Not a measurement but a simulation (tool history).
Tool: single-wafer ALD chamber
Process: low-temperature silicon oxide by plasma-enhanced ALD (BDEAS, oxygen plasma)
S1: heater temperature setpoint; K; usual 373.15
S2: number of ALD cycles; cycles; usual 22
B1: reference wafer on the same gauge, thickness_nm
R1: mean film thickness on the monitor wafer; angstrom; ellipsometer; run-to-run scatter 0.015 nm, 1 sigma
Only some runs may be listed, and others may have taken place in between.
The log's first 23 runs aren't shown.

Run 24, hour 654.6: usual settings but S1 361.15 K, S2 26 cycles; B1 3.800. Result: R1 41.84 angstrom.
Run 25, hour 711.9: usual settings but S1 379.15 K; B1 3.796. Result: R1 33.03 angstrom.
Run 26, hour 724.1: usual settings; B1 3.793. Result: R1 33.49 angstrom.
Run 27, hour 745.7: usual settings but S2 26 cycles; B1 3.790. Result: R1 39.75 angstrom.
Run 28, hour 758.7: usual settings but S2 24 cycles; B1 3.789. Result: R1 36.67 angstrom.
Run 29, hour 789.8: usual settings; B1 3.786. Result: R1 33.46 angstrom.
Run 30, hour 805.3: usual settings but S1 379.15 K, S2 25 cycles; B1 3.779. Result: R1 37.27 angstrom.
Run 31, hour 836.9: usual settings but S1 364.15 K, S2 20 cycles; B1 3.777. Result: R1 31.52 angstrom.
Run 32, hour 850.7: usual settings; B1 3.774. Result: R1 33.25 angstrom.
Run 33, hour 866.9: usual settings; B1 3.781. Result: R1 33.47 angstrom.
Run 34, hour 900.7: usual settings; B1 3.771. Result: R1 33.16 angstrom.
Run 35, hour 924.0: usual settings; B1 3.766. Result: R1 33.20 angstrom.

What if the next run were any one of these 4? Each begins from the tool's condition after run 35:
Run A, hour 924.4: usual settings but S1 363.15 K; B1 ?. Result: R1 ?.
Run B, hour 924.4: usual settings but S1 387.15 K, S2 23 cycles; B1 ?. Result: R1 ?.
Run C, hour 924.4: usual settings but S1 359.15 K, S2 25 cycles; B1 ?. Result: R1 ?.
Run D, hour 924.4: usual settings but S1 365.15 K, S2 18 cycles; B1 ?. Result: R1 ?.

run     B1     R1
  A  3.769  34.64
  B  3.769  33.78
  C  3.769  39.99
  D  3.769  28.12
With no hidden state in the tool, these same runs would have given:
run     R1
  A  35.22
  B  34.34
  C  40.65
  D  28.59
